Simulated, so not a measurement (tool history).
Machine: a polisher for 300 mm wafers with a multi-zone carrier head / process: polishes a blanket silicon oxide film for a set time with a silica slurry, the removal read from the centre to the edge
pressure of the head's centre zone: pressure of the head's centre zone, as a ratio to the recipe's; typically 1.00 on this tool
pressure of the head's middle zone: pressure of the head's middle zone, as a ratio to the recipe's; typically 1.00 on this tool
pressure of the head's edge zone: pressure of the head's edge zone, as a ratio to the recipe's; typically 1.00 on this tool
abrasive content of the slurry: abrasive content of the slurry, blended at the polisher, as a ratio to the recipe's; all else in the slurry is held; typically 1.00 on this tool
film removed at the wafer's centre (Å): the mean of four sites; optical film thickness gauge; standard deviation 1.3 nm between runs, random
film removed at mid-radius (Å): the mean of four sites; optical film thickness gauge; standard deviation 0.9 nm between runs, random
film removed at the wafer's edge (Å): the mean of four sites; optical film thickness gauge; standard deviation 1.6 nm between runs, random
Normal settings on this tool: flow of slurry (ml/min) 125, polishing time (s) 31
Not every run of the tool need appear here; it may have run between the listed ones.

run     day  flow of slurry (ml/min)  pressure of the head's centre zone  pressure of the head's middle zone  pressure of the head's edge zone  abrasive content of the slurry  polishing time (s)  incoming thickness of the incoming film, nm  film removed at the wafer's centre (Å)  film removed at mid-radius (Å)  film removed at the wafer's edge (Å)
  1   0.000                      125                                1.00                                1.00                              1.00                            1.00                  31                                       1352.8                                    1214                            1176                                  1190
      0.246  -- carrier head's membrane replaced by a new one, of another model than before
  2   2.538                      100                                0.92                                1.00                              1.00                            1.00                  31                                       1370.1                                    1067                            1106                                  1142
  3   5.246                      100                                0.92                                1.00                              1.00                            1.00                  31                                       1343.1                                    1034                            1075                                  1167
      6.379  -- slurry nozzle cleaned
  4   7.758                      125                                1.00                                1.00                              1.00                            1.00                  31                                       1369.8                                    1142                            1123                                  1143
  5   9.138                       85                                1.00                                1.00                              1.00                            1.10                  31                                       1375.9                                    1018                            1015                                  1085
  6  10.229                      125                                1.00                                1.00                              1.00                            1.00                  31                                       1374.2                                    1138                            1090                                  1133
     10.883  -- worn pad replaced by a new one
  7  12.438                      125                                0.92                                1.00                              0.97                            1.25                  31                                       1357.7                                    1232                            1257                                  1272
  8  13.492                       95                                1.11                                1.06                              0.94                            1.00                  31                                       1351.1                                    1188                            1102                                  1097
  9  14.812                      125                                1.00                                1.10                              1.00                            1.00                  21                                       1361.4                                     806                             839                                   808
     15.742  -- edge zone pressure recalibrated
 10  16.079                      125                                1.00                                1.00                              1.00                            1.00                  31                                       1382.6                                    1170                            1166                                  1179
 11  17.554                      125                                1.00                                1.00                              1.00                            1.00                  31                                       1362.8                                    1175                            1124                                  1173
 12  18.625                      125                                1.00                                1.00                              0.88                            1.00                  31                                       1381.6                                    1161                            1136                                  1086
 13  21.250                      125                                1.00                                1.00                              1.00                            1.10                  31                                       1384.9                                    1172                            1150                                  1192
     21.604  -- centre zone pressure recalibrated
     22.138  -- worn pad replaced by a new one
 14  22.475                      125                                1.00                                0.88                              1.00                            1.00                  34                                       1377.8                                    1346                            1185                                  1338
 15  23.708                      125                                0.96                                1.00                              1.08                            1.00                  25                                       1373.4                                     955                             949                                  1008

What does the tool deliver on the next run?
 16  26.350                      125                                1.00                                1.00                              1.00                            1.00                  31                                       1366.0                                       ?                               ?                                     ?

film removed at the wafer's centre (Å): 1233
film removed at mid-radius (Å): 1179
film removed at the wafer's edge (Å): 1196
Take away the tool's hidden state, keep the run-to-run variation as it was, and the same run would have given film removed at the wafer's centre (Å) 1248, film removed at mid-radius (Å) 1193, film removed at the wafer's edge (Å) 1210.
